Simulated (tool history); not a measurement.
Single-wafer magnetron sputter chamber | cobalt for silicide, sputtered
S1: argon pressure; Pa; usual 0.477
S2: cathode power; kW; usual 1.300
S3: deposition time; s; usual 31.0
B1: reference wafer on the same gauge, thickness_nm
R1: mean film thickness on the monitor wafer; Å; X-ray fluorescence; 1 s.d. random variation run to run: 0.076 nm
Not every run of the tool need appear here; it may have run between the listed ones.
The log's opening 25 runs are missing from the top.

run   hour     S1     S2    S3      B1      R1
 26  630.5  0.477  1.300  31.0  20.204  177.54
 27  650.2  0.595  1.300  31.0  20.181  171.98
 28  664.2  0.477  1.300  31.0  20.189  176.54
 29  687.6  0.333  1.450  37.1  20.198  241.09
     711.0  -- sputter target and shields replaced
 30  713.6  0.477  1.300  31.0  20.189  179.30
 31  734.1  0.544  1.400  34.3  20.204  209.90
 32  762.2  0.594  1.600  25.6  20.202  177.93
 33  793.7  0.334  1.300  31.0  20.191  185.44
 34  820.3  0.477  1.300  31.0  20.190  178.02
 35  834.5  0.544  1.400  34.3  20.202  210.41
 36  860.9  0.477  1.300  31.0  20.205  176.63

Each row is a separate what-if for the run after 36, all from the same tool condition, not one after another. Results?
  A  861.3  0.477  1.300  31.0   ?   ?
  B  861.3  0.477  1.600  31.0   ?   ?
  C  861.3  0.361  1.600  33.5   ?   ?

run      B1      R1
  A  20.197  176.97
  B  20.197  217.80
  C  20.197  242.02
Without the tool's unlogged condition, the same runs would have read:
run      R1
  A  180.80
  B  222.52
  C  247.26

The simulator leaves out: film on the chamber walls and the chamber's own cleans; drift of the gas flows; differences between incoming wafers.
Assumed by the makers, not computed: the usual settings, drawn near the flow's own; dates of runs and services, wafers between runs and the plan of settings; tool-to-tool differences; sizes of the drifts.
